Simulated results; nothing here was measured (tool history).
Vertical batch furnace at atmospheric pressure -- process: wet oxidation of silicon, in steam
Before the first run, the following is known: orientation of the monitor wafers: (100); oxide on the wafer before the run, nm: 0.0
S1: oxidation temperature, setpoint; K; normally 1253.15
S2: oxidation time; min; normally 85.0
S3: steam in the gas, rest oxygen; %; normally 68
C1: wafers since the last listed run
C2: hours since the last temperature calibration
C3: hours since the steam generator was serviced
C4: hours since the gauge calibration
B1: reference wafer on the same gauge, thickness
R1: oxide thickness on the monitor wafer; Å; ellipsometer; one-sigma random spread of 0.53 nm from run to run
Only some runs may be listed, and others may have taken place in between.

Run 1, hour 0.0: usual settings; C1 0; C2 3750.7; C3 1646.0; C4 209.8; B1 350.01. Result: R1 3557.2 Å.
Run 2, hour 18.0: usual settings; C1 244; C2 3768.7; C3 1664.0; C4 227.8; B1 350.05. Result: R1 3562.0 Å.
Run 3, hour 40.4: usual settings but S1 1265.15 K, S2 58.0 min; C1 303; C2 3791.1; C3 1686.4; C4 250.2; B1 350.00. Result: R1 2989.4 Å.
Run 4, hour 84.9: usual settings; C1 603; C2 3835.6; C3 1730.9; C4 294.7; B1 349.98. Result: R1 3556.1 Å.
Run 5, hour 108.6: usual settings; C1 321; C2 3859.3; C3 1754.6; C4 318.4; B1 349.97. Result: R1 3569.9 Å.
Run 6, hour 129.4: usual settings; C1 282; C2 3880.1; C3 1775.4; C4 339.2; B1 350.15. Result: R1 3565.9 Å.
Run 7, hour 146.9: usual settings but S1 1237.15 K; C1 237; C2 3897.6; C3 1792.9; C4 356.7; B1 350.01. Result: R1 3104.3 Å.
Run 8, hour 154.6: usual settings; C1 104; C2 3905.3; C3 1800.6; C4 364.4; B1 349.85. Result: R1 3560.3 Å.
Run 9, hour 169.5: usual settings; C1 202; C2 3920.2; C3 1815.5; C4 379.3; B1 349.93. Result: R1 3572.0 Å.
Run 10, hour 189.6: usual settings; C1 272; C2 3940.3; C3 1835.6; C4 399.4; B1 350.04. Result: R1 3568.4 Å.
Run 11, hour 203.7: usual settings; C1 191; C2 3954.4; C3 1849.7; C4 413.5; B1 349.91. Result: R1 3562.9 Å.
Run 12, hour 217.7: usual settings; C1 189; C2 3968.4; C3 1863.7; C4 427.5; B1 350.06. Result: R1 3563.1 Å.
Run 13, hour 235.3: usual settings; C1 238; C2 3986.0; C3 1881.3; C4 445.1; B1 349.97. Result: R1 3559.5 Å.
At hour 264.3: steam generator serviced.
Run 14, hour 268.3: usual settings; C1 122; C2 4019.0; C3 4.0; C4 478.1; B1 349.90. Result: R1 3690.9 Å.
Run 15, hour 282.2: usual settings; C1 188; C2 4032.9; C3 17.9; C4 492.0; B1 349.83. Result: R1 3693.4 Å.
Run 16, hour 299.9: usual settings; C1 240; C2 4050.6; C3 35.6; C4 509.7; B1 349.98. Result: R1 3680.1 Å.
Run 17, hour 315.9: usual settings but S2 66.5 min; C1 217; C2 4066.6; C3 51.6; C4 525.7; B1 350.02. Result: R1 3079.2 Å.
Run 18, hour 327.9: usual settings; C1 162; C2 4078.6; C3 63.6; C4 537.7; B1 349.98. Result: R1 3683.1 Å.
At hour 362.5: thermocouples replaced and temperature profile calibrated.
Run 19, hour 363.0: usual settings; C1 150; C2 0.5; C3 98.7; C4 572.8; B1 350.02. Result: R1 3514.0 Å.
Run 20, hour 368.4: usual settings but S1 1228.15 K, S2 70.0 min; C1 73; C2 5.9; C3 104.1; C4 578.2; B1 349.83. Result: R1 2413.1 Å.
Run 21, hour 381.7: usual settings; C1 180; C2 19.2; C3 117.4; C4 591.5; B1 350.07. Result: R1 3528.5 Å.
Run 22, hour 399.1: usual settings but S1 1233.15 K, S2 73.5 min, S3 77 %; C1 236; C2 36.6; C3 134.8; C4 608.9; B1 350.10. Result: R1 2906.6 Å.
At hour 413.4: gauge calibrated.
Run 23, hour 420.8: usual settings; C1 294; C2 58.3; C3 156.5; C4 7.4; B1 350.01. Result: R1 3512.5 Å.
Run 24, hour 430.0: usual settings but S1 1232.15 K, S3 56 %; C1 124; C2 67.5; C3 165.7; C4 16.6; B1 350.01. Result: R1 2512.8 Å.
Run 25, hour 443.0: usual settings; C1 176; C2 80.5; C3 178.7; C4 29.6; B1 350.00. Result: R1 3509.0 Å.
Run 26, hour 456.4: usual settings but S1 1270.15 K, S2 124.5 min, S3 71 %; C1 181; C2 93.9; C3 192.1; C4 43.0; B1 349.94. Result: R1 5341.9 Å.
Run 27, hour 464.4: usual settings but S1 1278.15 K, S2 104.5 min, S3 57 %; C1 108; C2 101.9; C3 200.1; C4 51.0; B1 349.81. Result: R1 4352.1 Å.
Run 28, hour 475.3: usual settings but S1 1264.15 K, S2 43.5 min, S3 61 %; C1 147; C2 112.8; C3 211.0; C4 61.9; B1 350.03. Result: R1 2166.1 Å.
Run 29, hour 487.9: usual settings but S1 1260.15 K, S2 99.0 min; C1 170; C2 125.4; C3 223.6; C4 74.5; B1 350.03. Result: R1 4157.0 Å.
Run 30, hour 498.8: usual settings; C1 147; C2 136.3; C3 234.5; C4 85.4; B1 349.88. Result: R1 3510.1 Å.
Run 31, hour 521.3: usual settings but S1 1262.15 K; C1 305; C2 158.8; C3 257.0; C4 107.9; B1 350.01. Result: R1 3789.7 Å.
Run 32, hour 534.7: usual settings; C1 181; C2 172.2; C3 270.4; C4 121.3; B1 350.09. Result: R1 3522.7 Å.
Run 33, hour 555.0: usual settings but S3 60 %; C1 275; C2 192.5; C3 290.7; C4 141.6; B1 350.03. Result: R1 3212.1 Å.
Run 34, hour 565.4: usual settings but S2 123.0 min; C1 141; C2 202.9; C3 301.1; C4 152.0; B1 349.92. Result: R1 4553.2 Å.
Run 35, hour 586.7: usual settings but S2 57.5 min; C1 288; C2 224.2; C3 322.4; C4 173.3; B1 350.00. Result: R1 2633.0 Å.
Run 36, hour 617.6: usual settings but S1 1270.15 K, S3 63 %; C1 419; C2 255.1; C3 353.3; C4 204.2; B1 349.91. Result: R1 3808.4 Å.
Run 37, hour 636.9: usual settings; C1 261; C2 274.4; C3 372.6; C4 223.5; B1 350.08. Result: R1 3524.6 Å.
Run 38, hour 650.7: usual settings but S1 1242.15 K, S3 73 %; C1 187; C2 288.2; C3 386.4; C4 237.3; B1 349.97. Result: R1 3382.7 Å.

Predict each of these 4 candidate next runs independently; none follows another, all start after run 38:
Run A, hour 656.2: usual settings; C1 74; C2 293.7; C3 391.9; C4 242.8; B1 ?. Result: R1 ?.
Run B, hour 656.2: usual settings but S1 1234.15 K, S3 73 %; C1 74; C2 293.7; C3 391.9; C4 242.8; B1 ?. Result: R1 ?.
Run C, hour 656.2: usual settings but S1 1228.15 K, S2 113.5 min, S3 62 %; C1 74; C2 293.7; C3 391.9; C4 242.8; B1 ?. Result: R1 ?.
Run D, hour 656.2: usual settings but S2 112.5 min, S3 74 %; C1 74; C2 293.7; C3 391.9; C4 242.8; B1 ?. Result: R1 ?.

run      B1      R1
  A  350.03  3511.5
  B  350.03  3138.5
  C  350.03  3268.9
  D  350.03  4545.9
With the hidden condition removed and each run's random variation left untouched, the same runs would have given:
run      R1
  A  3530.0
  B  3154.1
  C  3285.1
  D  4571.0

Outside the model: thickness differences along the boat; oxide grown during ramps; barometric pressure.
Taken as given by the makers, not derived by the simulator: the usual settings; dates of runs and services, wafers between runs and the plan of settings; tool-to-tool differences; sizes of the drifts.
